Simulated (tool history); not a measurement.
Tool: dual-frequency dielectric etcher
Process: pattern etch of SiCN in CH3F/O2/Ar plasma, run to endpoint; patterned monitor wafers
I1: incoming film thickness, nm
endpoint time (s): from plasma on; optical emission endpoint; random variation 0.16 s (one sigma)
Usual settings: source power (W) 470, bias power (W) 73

Run 1, hour 0: usual settings; I1 11.6. Result: endpoint time (s) 29.7.
Run 2, hour 13.7: usual settings; I1 11.83. Result: endpoint time (s) 30.1.
Run 3, hour 29: usual settings; I1 11.7. Result: endpoint time (s) 29.4.
Run 4, hour 44.2: usual settings; I1 11.74. Result: endpoint time (s) 29.4.
Run 5, hour 61.5: usual settings; I1 11.67. Result: endpoint time (s) 29.4.
At hour 95.9: upper electrode replaced, of another model than before.
Run 6, hour 96.4: usual settings; I1 11.64. Result: endpoint time (s) 28.9.
Run 7, hour 96.7: usual settings; I1 11.73. Result: endpoint time (s) 29.3.
Run 8, hour 105.8: usual settings but source power (W) 430, bias power (W) 82; I1 11.86. Result: endpoint time (s) 29.3.
At hour 122.8: bias power generator calibrated.
At hour 135.3: wet clean of the chamber.
At hour 138.3: source power generator calibrated.
Run 9, hour 138.8: usual settings but source power (W) 370, bias power (W) 62; I1 11.65. Result: endpoint time (s) 36.9.
Run 10, hour 139.1: usual settings; I1 11.71. Result: endpoint time (s) 31.5.
Run 11, hour 141.8: usual settings; I1 11.84. Result: endpoint time (s) 31.5.
Run 12, hour 155.4: usual settings but source power (W) 420, bias power (W) 82; I1 11.78. Result: endpoint time (s) 31.8.
Run 13, hour 165.9: usual settings but source power (W) 370, bias power (W) 88; I1 11.62. Result: endpoint time (s) 32.
Run 14, hour 181.7: usual settings but source power (W) 440, bias power (W) 80; I1 11.79. Result: endpoint time (s) 31.2.

Forecast each of these 3 alternatives for the next run:
Run A, hour 182.1: usual settings but source power (W) 530; I1 11.67. Result: endpoint time (s) ?.
Run B, hour 182.1: usual settings but source power (W) 580, bias power (W) 57; I1 11.67. Result: endpoint time (s) ?.
Run C, hour 182.1: usual settings but source power (W) 420, bias power (W) 60; I1 11.67. Result: endpoint time (s) ?.

run  endpoint time (s)
  A               29.2
  B               30.3
  C               34.7
Without the tool's hidden state the same runs would have given:
run  endpoint time (s)
  A               29.3
  B               30.5
  C               34.9
